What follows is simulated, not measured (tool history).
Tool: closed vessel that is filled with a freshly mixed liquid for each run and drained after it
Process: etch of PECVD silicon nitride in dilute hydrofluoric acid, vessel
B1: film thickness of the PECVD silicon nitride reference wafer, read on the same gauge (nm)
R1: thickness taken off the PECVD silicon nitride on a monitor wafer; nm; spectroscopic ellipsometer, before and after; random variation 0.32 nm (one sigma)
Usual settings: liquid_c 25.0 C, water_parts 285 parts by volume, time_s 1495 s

Run 1, hour 0.0: usual settings; B1 59.97. Result: R1 29.17 nm.
Run 2, hour 94.5: usual settings but water_parts 360 parts by volume; B1 60.02. Result: R1 22.55 nm.
Run 3, hour 130.8: usual settings but water_parts 200 parts by volume, time_s 880 s; B1 59.99. Result: R1 23.58 nm.
Run 4, hour 246.4: usual settings; B1 59.98. Result: R1 27.45 nm.
Run 5, hour 284.7: usual settings; B1 60.05. Result: R1 27.51 nm.
Run 6, hour 333.4: usual settings; B1 59.98. Result: R1 26.97 nm.
Run 7, hour 375.0: usual settings; B1 60.05. Result: R1 27.30 nm.
Run 8, hour 459.1: usual settings; B1 59.94. Result: R1 27.34 nm.
Run 9, hour 553.6: usual settings but time_s 805 s; B1 59.98. Result: R1 14.13 nm.
At hour 598.5: thermometer replaced.
Run 10, hour 626.4: usual settings but water_parts 340 parts by volume; B1 59.98. Result: R1 25.28 nm.
Run 11, hour 698.8: usual settings but time_s 680 s; B1 60.00. Result: R1 13.69 nm.
Run 12, hour 761.6: usual settings; B1 60.03. Result: R1 30.10 nm.
At hour 842.9: gauge calibrated.
Run 13, hour 995.8: usual settings but water_parts 155 parts by volume, time_s 2070 s; B1 60.07. Result: R1 72.80 nm.
Run 14, hour 1099.0: usual settings but water_parts 340 parts by volume; B1 59.97. Result: R1 23.96 nm.
Run 15, hour 1178.8: usual settings but water_parts 370 parts by volume; B1 59.98. Result: R1 21.82 nm.
Run 16, hour 1286.4: usual settings but liquid_c 21.5 C; B1 60.06. Result: R1 22.04 nm.
Run 17, hour 1341.8: usual settings; B1 60.01. Result: R1 27.53 nm.
Run 18, hour 1411.2: usual settings but time_s 770 s; B1 59.94. Result: R1 14.14 nm.
Run 19, hour 1516.0: usual settings but liquid_c 20.5 C, water_parts 210 parts by volume, time_s 2185 s; B1 59.99. Result: R1 39.25 nm.
Run 20, hour 1629.9: usual settings but liquid_c 22.0 C, water_parts 395 parts by volume, time_s 2095 s; B1 59.98. Result: R1 22.05 nm.
Run 21, hour 1674.2: usual settings but liquid_c 28.0 C, water_parts 235 parts by volume, time_s 915 s; B1 60.00. Result: R1 23.01 nm.
Run 22, hour 1778.8: usual settings but liquid_c 21.5 C, water_parts 180 parts by volume, time_s 2080 s; B1 60.06. Result: R1 44.90 nm.
Run 23, hour 1839.1: usual settings; B1 60.02. Result: R1 25.23 nm.
Run 24, hour 1875.5: usual settings but water_parts 185 parts by volume, time_s 2000 s; B1 60.00. Result: R1 51.20 nm.
At hour 1884.0: thermometer replaced.
Run 25, hour 1972.3: usual settings but time_s 2085 s; B1 59.95. Result: R1 38.91 nm.
At hour 2046.5: hydrofluoric acid flow meter replaced.
Run 26, hour 2076.8: usual settings; B1 59.98. Result: R1 31.38 nm.
Run 27, hour 2303.3: usual settings but time_s 2390 s; B1 60.02. Result: R1 48.83 nm.
Run 28, hour 2512.1: usual settings but liquid_c 23.0 C, water_parts 375 parts by volume, time_s 2030 s; B1 59.97. Result: R1 26.77 nm.
Run 29, hour 2818.9: usual settings; B1 60.02. Result: R1 27.84 nm.
Run 30, hour 2881.6: usual settings but time_s 2065 s; B1 60.00. Result: R1 38.96 nm.
Run 31, hour 2927.4: usual settings but liquid_c 30.0 C, water_parts 365 parts by volume; B1 59.98. Result: R1 29.36 nm.

5 ways to go on from here, each from the tool as it stands after run 31. What would each give?
Run A, hour 2928.5: usual settings but water_parts 190 parts by volume; B1 ?. Result: R1 ?.
Run B, hour 2928.5: usual settings but water_parts 205 parts by volume; B1 ?. Result: R1 ?.
Run C, hour 2928.5: usual settings but liquid_c 28.0 C, water_parts 335 parts by volume, time_s 2375 s; B1 ?. Result: R1 ?.
Run D, hour 2928.5: usual settings but liquid_c 28.0 C, water_parts 410 parts by volume; B1 ?. Result: R1 ?.
Run E, hour 2928.5: usual settings but liquid_c 21.0 C, water_parts 395 parts by volume, time_s 1155 s; B1 ?. Result: R1 ?.

run     B1     R1
  A  60.01  41.75
  B  60.01  38.74
  C  60.01  45.35
  D  60.01  23.30
  E  60.01  12.30
Without the tool's hidden state the same runs would have given:
run     R1
  A  49.08
  B  45.50
  C  52.87
  D  27.09
  E  14.39
